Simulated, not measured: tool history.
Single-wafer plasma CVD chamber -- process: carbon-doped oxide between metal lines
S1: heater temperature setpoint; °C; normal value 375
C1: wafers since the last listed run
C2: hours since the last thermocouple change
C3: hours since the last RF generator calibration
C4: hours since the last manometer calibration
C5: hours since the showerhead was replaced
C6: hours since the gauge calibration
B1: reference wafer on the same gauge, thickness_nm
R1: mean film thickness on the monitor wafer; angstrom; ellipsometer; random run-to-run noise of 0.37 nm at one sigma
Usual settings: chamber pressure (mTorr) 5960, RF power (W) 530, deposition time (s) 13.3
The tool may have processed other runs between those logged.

run 1 hour=0.0 | S1=375 chamber_pressure_(mTorr)=5960 RF_power_(W)=530 deposition_time_(s)=13.3 | C1=0 C2=1512.3 C3=1708.5 C4=99.5 C5=42.2 C6=1272.2 | B1=74.503 | R1=675.96
run 2 hour=43.5 | S1=375 chamber_pressure_(mTorr)=6560 RF_power_(W)=530 deposition_time_(s)=13.3 | C1=1383 C2=1555.8 C3=1752.0 C4=143.0 C5=85.7 C6=1315.7 | B1=74.677 | R1=677.80
run 3 hour=75.9 | S1=375 chamber_pressure_(mTorr)=6560 RF_power_(W)=530 deposition_time_(s)=13.3 | C1=1030 C2=1588.2 C3=1784.4 C4=175.4 C5=118.1 C6=1348.1 | B1=74.638 | R1=676.33
run 4 hour=139.6 | S1=375 chamber_pressure_(mTorr)=5040 RF_power_(W)=530 deposition_time_(s)=13.3 | C1=2026 C2=1651.9 C3=1848.1 C4=239.1 C5=181.8 C6=1411.8 | B1=74.601 | R1=665.99
-- hour=168.3 thermocouple changed; heater temperature recalibrated
run 5 hour=200.6 | S1=375 chamber_pressure_(mTorr)=5040 RF_power_(W)=530 deposition_time_(s)=13.3 | C1=1686 C2=32.3 C3=1909.1 C4=300.1 C5=242.8 C6=1472.8 | B1=74.688 | R1=663.60
run 6 hour=270.1 | S1=366 chamber_pressure_(mTorr)=5960 RF_power_(W)=530 deposition_time_(s)=14.9 | C1=2210 C2=101.8 C3=1978.6 C4=369.6 C5=312.3 C6=1542.3 | B1=74.642 | R1=757.85
run 7 hour=339.7 | S1=375 chamber_pressure_(mTorr)=5960 RF_power_(W)=530 deposition_time_(s)=13.3 | C1=2214 C2=171.4 C3=2048.2 C4=439.2 C5=381.9 C6=1611.9 | B1=74.613 | R1=664.20
run 8 hour=397.0 | S1=363 chamber_pressure_(mTorr)=5960 RF_power_(W)=530 deposition_time_(s)=10.8 | C1=1822 C2=228.7 C3=2105.5 C4=496.5 C5=439.2 C6=1669.2 | B1=74.551 | R1=552.81
run 9 hour=430.0 | S1=375 chamber_pressure_(mTorr)=5960 RF_power_(W)=530 deposition_time_(s)=13.3 | C1=1049 C2=261.7 C3=2138.5 C4=529.5 C5=472.2 C6=1702.2 | B1=74.588 | R1=657.54
-- hour=472.3 RF generator calibrated
run 10 hour=496.4 | S1=375 chamber_pressure_(mTorr)=5960 RF_power_(W)=455 deposition_time_(s)=11.9 | C1=1857 C2=328.1 C3=24.1 C4=595.9 C5=538.6 C6=1768.6 | B1=74.550 | R1=569.25
run 11 hour=563.1 | S1=370 chamber_pressure_(mTorr)=5960 RF_power_(W)=480 deposition_time_(s)=14.6 | C1=2121 C2=394.8 C3=90.8 C4=662.6 C5=605.3 C6=1835.3 | B1=74.522 | R1=731.83
run 12 hour=597.5 | S1=361 chamber_pressure_(mTorr)=5960 RF_power_(W)=460 deposition_time_(s)=11.6 | C1=1094 C2=429.2 C3=125.2 C4=697.0 C5=639.7 C6=1869.7 | B1=74.633 | R1=572.45
run 13 hour=663.1 | S1=375 chamber_pressure_(mTorr)=5960 RF_power_(W)=500 deposition_time_(s)=14.2 | C1=2086 C2=494.8 C3=190.8 C4=762.6 C5=705.3 C6=1935.3 | B1=74.481 | R1=727.45
run 14 hour=688.4 | S1=375 chamber_pressure_(mTorr)=5960 RF_power_(W)=530 deposition_time_(s)=13.3 | C1=804 C2=520.1 C3=216.1 C4=787.9 C5=730.6 C6=1960.6 | B1=74.548 | R1=717.69
-- hour=720.9 gauge calibrated
run 15 hour=725.3 | S1=383 chamber_pressure_(mTorr)=5130 RF_power_(W)=615 deposition_time_(s)=11.8 | C1=1173 C2=557.0 C3=253.0 C4=824.8 C5=767.5 C6=4.4 | B1=74.486 | R1=686.09
run 16 hour=773.6 | S1=363 chamber_pressure_(mTorr)=5960 RF_power_(W)=530 deposition_time_(s)=11.0 | C1=1536 C2=605.3 C3=301.3 C4=873.1 C5=815.8 C6=52.7 | B1=74.630 | R1=601.48
run 17 hour=815.7 | S1=385 chamber_pressure_(mTorr)=5960 RF_power_(W)=625 deposition_time_(s)=13.3 | C1=1339 C2=647.4 C3=343.4 C4=915.2 C5=857.9 C6=94.8 | B1=74.485 | R1=789.81
run 18 hour=852.2 | S1=386 chamber_pressure_(mTorr)=5430 RF_power_(W)=430 deposition_time_(s)=10.9 | C1=1161 C2=683.9 C3=379.9 C4=951.7 C5=894.4 C6=131.3 | B1=74.636 | R1=478.20
run 19 hour=905.9 | S1=363 chamber_pressure_(mTorr)=7230 RF_power_(W)=505 deposition_time_(s)=12.5 | C1=1708 C2=737.6 C3=433.6 C4=1005.4 C5=948.1 C6=185.0 | B1=74.624 | R1=675.51
run 20 hour=945.3 | S1=375 chamber_pressure_(mTorr)=6600 RF_power_(W)=580 deposition_time_(s)=15.8 | C1=1253 C2=777.0 C3=473.0 C4=1044.8 C5=987.5 C6=224.4 | B1=74.583 | R1=900.33
run 21 hour=983.2 | S1=388 chamber_pressure_(mTorr)=5550 RF_power_(W)=470 deposition_time_(s)=13.3 | C1=1205 C2=814.9 C3=510.9 C4=1082.7 C5=1025.4 C6=262.3 | B1=74.562 | R1=631.26
run 22 hour=1041.7 | S1=375 chamber_pressure_(mTorr)=5960 RF_power_(W)=430 deposition_time_(s)=15.7 | C1=1861 C2=873.4 C3=569.4 C4=1141.2 C5=1083.9 C6=320.8 | B1=74.621 | R1=705.15
run 23 hour=1108.7 | S1=375 chamber_pressure_(mTorr)=5960 RF_power_(W)=530 deposition_time_(s)=13.3 | C1=2131 C2=940.4 C3=636.4 C4=1208.2 C5=1150.9 C6=387.8 | B1=74.583 | R1=702.30
run 24 hour=1179.7 | S1=387 chamber_pressure_(mTorr)=6700 RF_power_(W)=590 deposition_time_(s)=14.6 | C1=2258 C2=1011.4 C3=707.4 C4=1279.2 C5=1221.9 C6=458.8 | B1=74.653 | R1=834.80

Run 25 is up next; what results do you expect?
run 25 hour=1216.6 | S1=366 chamber_pressure_(mTorr)=7160 RF_power_(W)=565 deposition_time_(s)=14.1 | C1=1173 C2=1048.3 C3=744.3 C4=1316.1 C5=1258.8 C6=495.7 | B1=? | R1=?

Run 25 yielded B1 74.711, R1 806.63 angstrom.
The same run, on a tool lacking any hidden state, would have yielded R1 814.46 angstrom.
